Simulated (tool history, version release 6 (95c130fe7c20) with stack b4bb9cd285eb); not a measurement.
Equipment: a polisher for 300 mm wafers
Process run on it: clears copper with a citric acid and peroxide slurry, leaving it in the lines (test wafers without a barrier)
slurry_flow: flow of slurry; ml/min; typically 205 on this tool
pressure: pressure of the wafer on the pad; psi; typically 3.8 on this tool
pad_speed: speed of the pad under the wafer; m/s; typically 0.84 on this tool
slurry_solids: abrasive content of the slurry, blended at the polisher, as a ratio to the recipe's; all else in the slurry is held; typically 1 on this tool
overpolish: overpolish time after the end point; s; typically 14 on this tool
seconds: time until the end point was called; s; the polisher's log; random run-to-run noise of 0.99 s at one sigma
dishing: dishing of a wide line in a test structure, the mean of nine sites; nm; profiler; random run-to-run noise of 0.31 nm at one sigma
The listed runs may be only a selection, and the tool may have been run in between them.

| run | hour | slurry_flow | pressure | pad_speed | slurry_solids | overpolish | wafers since the last listed run | wafers polished on this pad | hours since the slurry nozzle was cleaned | hours since the head pressure was calibrated | hours since the slurry blender was calibrated | incoming thickness of the incoming film, nm | seconds | dishing |
|---|---|---|---|---|---|---|---|---|---|---|---|---|---|---|
| 1 | 0 | 205 | 3.8 | 1.04 | 1.15 | 14 | 0 | 1045 | 75 | 739.2 | 412.2 | 173.4 | 69.7 | 26.3 |
| 2 | 36.2 | 205 | 3.8 | 0.84 | 1 | 14 | 390 | 1436 | 111.2 | 775.4 | 448.4 | 177.1 | 81.3 | 21.7 |
| 3 | 101.2 | 205 | 3.8 | 0.84 | 1 | 14 | 700 | 2136 | 176.2 | 840.4 | 513.4 | 176 | 81.1 | 21.9 |
|  | 105.3 | head pressure recalibrated |
| 4 | 160.5 | 205 | 3.8 | 0.84 | 1 | 14 | 617 | 2754 | 235.5 | 55.2 | 572.7 | 176.5 | 89 | 20.9 |
|  | 185.4 | slurry blender recalibrated |
| 5 | 204.3 | 205 | 3.8 | 0.84 | 1 | 14 | 450 | 3204 | 279.3 | 99 | 18.9 | 176.7 | 88 | 20.7 |
| 6 | 265.4 | 205 | 3.8 | 0.84 | 1 | 14 | 658 | 3863 | 340.4 | 160.1 | 80 | 176.8 | 87.9 | 21.6 |
| 7 | 343.4 | 205 | 3.8 | 0.84 | 1 | 14 | 840 | 4703 | 418.4 | 238.1 | 158 | 174.3 | 86.5 | 21.2 |
| 8 | 420.8 | 205 | 3.2 | 0.84 | 1 | 12 | 834 | 5537 | 495.8 | 315.5 | 235.4 | 176.4 | 103 | 15.6 |
|  | 475.7 | worn pad replaced by a new one |
|  | 507 | slurry nozzle cleaned |
| 9 | 525.8 | 205 | 3.8 | 0.84 | 1 | 17 | 1077 | 528 | 18.8 | 420.5 | 340.4 | 175.6 | 85.7 | 26 |
| 10 | 584.6 | 205 | 3.8 | 0.96 | 1 | 14 | 633 | 1162 | 77.6 | 479.3 | 399.2 | 175.7 | 78.3 | 23.1 |
| 11 | 670.5 | 170 | 5 | 0.76 | 1 | 8 | 925 | 2088 | 163.5 | 565.2 | 485.1 | 173.8 | 70.1 | 14.7 |
| 12 | 724.3 | 205 | 3.8 | 0.84 | 1 | 11 | 579 | 2668 | 217.3 | 619 | 538.9 | 174.5 | 84.2 | 17.7 |
|  | 751.3 | slurry blender recalibrated |
| 13 | 797 | 235 | 2.9 | 0.68 | 0.8 | 14 | 761 | 3430 | 290 | 691.7 | 45.7 | 176.1 | 126.5 | 14.7 |
| 14 | 902.5 | 225 | 3.8 | 0.84 | 1 | 14 | 1137 | 4567 | 395.5 | 797.2 | 151.2 | 175.7 | 81.3 | 22.7 |
| 15 | 968.4 | 205 | 4.7 | 0.84 | 1 | 14 | 710 | 5277 | 461.4 | 863.1 | 217.1 | 174.1 | 65.3 | 27.8 |
|  | 980.8 | slurry nozzle cleaned |
| 16 | 1024.3 | 205 | 3.8 | 0.84 | 1.15 | 14 | 591 | 5869 | 43.5 | 919 | 273 | 176.8 | 79.2 | 23.6 |
|  | 1028 | head pressure recalibrated |
|  | 1075.4 | worn pad replaced by a new one |
| 17 | 1112.5 | 205 | 3.8 | 0.84 | 1 | 14 | 885 | 399 | 131.7 | 84.5 | 361.2 | 172.8 | 84.5 | 21.2 |
| 18 | 1174 | 205 | 3.2 | 0.84 | 1 | 14 | 662 | 1062 | 193.2 | 146 | 422.7 | 174.1 | 99.6 | 18.2 |
| 19 | 1238.8 | 205 | 3.1 | 0.84 | 1 | 14 | 698 | 1760 | 258 | 210.8 | 487.5 | 177.3 | 105.7 | 17.4 |
|  | 1281.4 | slurry blender recalibrated |
| 20 | 1355.5 | 170 | 3.8 | 0.84 | 0.75 | 10 | 1236 | 2997 | 374.7 | 327.5 | 74.1 | 176.4 | 90.5 | 14.5 |
| 21 | 1454.4 | 205 | 3.8 | 0.84 | 1 | 14 | 1065 | 4062 | 473.6 | 426.4 | 173 | 176.3 | 85.8 | 21.5 |

Estimate the outcome of run 22 from the log above:
| 22 | 1531.5 | 205 | 2.9 | 0.84 | 1.1 | 14 | 830 | 4893 | 550.7 | 503.5 | 250.1 | 174.2 | ? | ? |

Logged for run 22: seconds 105.1 s, dishing 17.1 nm.
Minus the tool's unlogged condition, the same run would have read seconds 109.1 s, dishing 16.5 nm.
